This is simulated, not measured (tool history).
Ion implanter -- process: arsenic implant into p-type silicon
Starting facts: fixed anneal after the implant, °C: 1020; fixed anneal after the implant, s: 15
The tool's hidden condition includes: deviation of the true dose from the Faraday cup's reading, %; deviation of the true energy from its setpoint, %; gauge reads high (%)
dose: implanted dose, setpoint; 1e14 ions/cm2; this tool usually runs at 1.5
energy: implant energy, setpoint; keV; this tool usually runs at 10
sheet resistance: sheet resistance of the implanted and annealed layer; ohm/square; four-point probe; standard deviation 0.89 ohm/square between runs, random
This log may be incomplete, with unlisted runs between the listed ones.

run   hour  dose  energy  wafers since the last listed run  hours since the last dose calibration  hours since the extraction supply was calibrated  hours since the gauge calibration  read-back reference wafer on the same gauge, sheet resistance  sheet resistance
  1      0   1.5      10                                 0                                 2525.4                                              1701                              306.9                                                         519.02             490.4
  2    7.1   1.5      10                               146                                 2532.5                                            1708.1                                314                                                         519.26            488.73
  3   17.9   1.5     7.5                               223                                 2543.3                                            1718.9                              324.8                                                         518.96            505.03
  4   34.4   1.5     7.5                               341                                 2559.8                                            1735.4                              341.3                                                         518.83            504.62
  5     48   1.5      10                               281                                 2573.4                                              1749                              354.9                                                         519.01            488.16
  6   54.5   1.5      10                               134                                 2579.9                                            1755.5                              361.4                                                         519.08            488.36
  7   64.1   1.5      10                               198                                 2589.5                                            1765.1                                371                                                         519.13            489.96
  8   81.5   1.5      10                               360                                 2606.9                                            1782.5                              388.4                                                         518.92            488.41
  9   98.9   1.5      10                               360                                 2624.3                                            1799.9                              405.8                                                         519.22            489.32
 10  108.5   1.5      10                               198                                 2633.9                                            1809.5                              415.4                                                         519.06            487.23
 11    118   1.5      10                               196                                 2643.4                                              1819                              424.9                                                         519.15            488.83
 12  133.1   1.5      10                               312                                 2658.5                                            1834.1                                440                                                         519.11            487.86
     147.5  -- extraction supply calibrated
 13    148  1.88     8.5                               142                                 2673.4                                               0.5                              454.9                                                         518.84            416.91
 14    158   1.5      10                               206                                 2683.4                                              10.5                              464.9                                                         518.88            489.01
 15  164.3  1.21     7.5                               130                                 2689.7                                              16.8                              471.2                                                         519.01            595.99
 16  172.7  1.21       7                               173                                 2698.1                                              25.2                              479.6                                                         518.98            599.47
 17  185.9  1.34      11                               273                                 2711.3                                              38.4                              492.8                                                         519.09            526.37
 18  195.5  1.69    12.5                               198                                 2720.9                                                48                              502.4                                                            519            433.56
 19  210.8   1.5      10                               316                                 2736.2                                              63.3                              517.7                                                         519.03            489.16
     220.3  -- gauge calibrated
     223.4  -- Faraday cup replaced and dose calibrated
 20  236.6   1.5      10                               368                                   13.2                                              89.1                               16.3                                                         519.07            478.43
 21    252   1.5      10                               318                                   28.6                                             104.5                               31.7                                                         519.12            478.53
 22  266.7   1.5      10                               304                                   43.3                                             119.2                               46.4                                                         518.91            478.59
 23  274.9  1.23    11.5                               169                                   51.5                                             127.4                               54.6                                                         518.97            544.94
 24  288.8   1.3    12.5                               287                                   65.4                                             141.3                               68.5                                                         518.99            519.17
     311.4  -- Faraday cup replaced and dose calibrated, repeated, since the last time left the tool worse
 25  311.9   1.5      10                               312                                    0.5                                             164.4                               91.6                                                         519.11            500.54
 26  320.5  1.92       8                               177                                    9.1                                               173                              100.2                                                         519.18             422.3
 27  331.2   1.8       7                               221                                   19.8                                             183.7                              110.9                                                         518.92            449.91
 28    341   1.5      11                               202                                   29.6                                             193.5                              120.7                                                         519.23            495.81
 29  349.2   1.5      10                               169                                   37.8                                             201.7                              128.9                                                         519.05            501.36
 30  360.7  1.79    11.5                               237                                   49.3                                             213.2                              140.4                                                         519.08            430.46
 31  376.7  1.67      10                               331                                   65.3                                             229.2                              156.4                                                         519.01            460.91
 32  387.2  1.12     8.5                               217                                   75.8                                             239.7                              166.9                                                         518.87            636.57
 33  394.6   1.5      10                               153                                   83.2                                             247.1                              174.3                                                         518.92            499.26
 34  407.7  1.17      13                               271                                   96.3                                             260.2                              187.4                                                         518.97            585.64
 35  416.6  1.21       8                               184                                  105.2                                             269.1                              196.3                                                         518.94            602.75
 36  432.7   1.5      10                               333                                  121.3                                             285.2                              212.4                                                         519.16             500.1
 37  445.6   1.9    12.5                               266                                  134.2                                             298.1                              225.3                                                         519.12            405.67

Hidden state or all else? Some run-to-run changes of sheet resistance, split into what the settings, what came in and random variation would give without the hidden state, and what is left for the hidden state (with any gauge scatter that isn't in both results):
Run 14 -> 15: dose 1.5 -> 1.21, energy 10 -> 7.5. sheet resistance +106.98 ohm/square: hidden state -3.06, all else +110.04.
Run 19 -> 20: gauge calibrated, Faraday cup replaced and dose calibrated. sheet resistance -10.73 ohm/square: hidden state -9.29, all else -1.44.
Run 24 -> 25: dose 1.3 -> 1.5, energy 12.5 -> 10, Faraday cup replaced and dose calibrated, repeated, since the last time left the tool worse. sheet resistance -18.63 ohm/square: hidden state +23.72, all else -42.35.
Run 31 -> 32: dose 1.67 -> 1.12, energy 10 -> 8.5. sheet resistance +175.66 ohm/square: hidden state -0.56, all else +176.22.
Run 32 -> 33: dose 1.12 -> 1.5, energy 8.5 -> 10. sheet resistance -137.31 ohm/square: hidden state +0.37, all else -137.68.
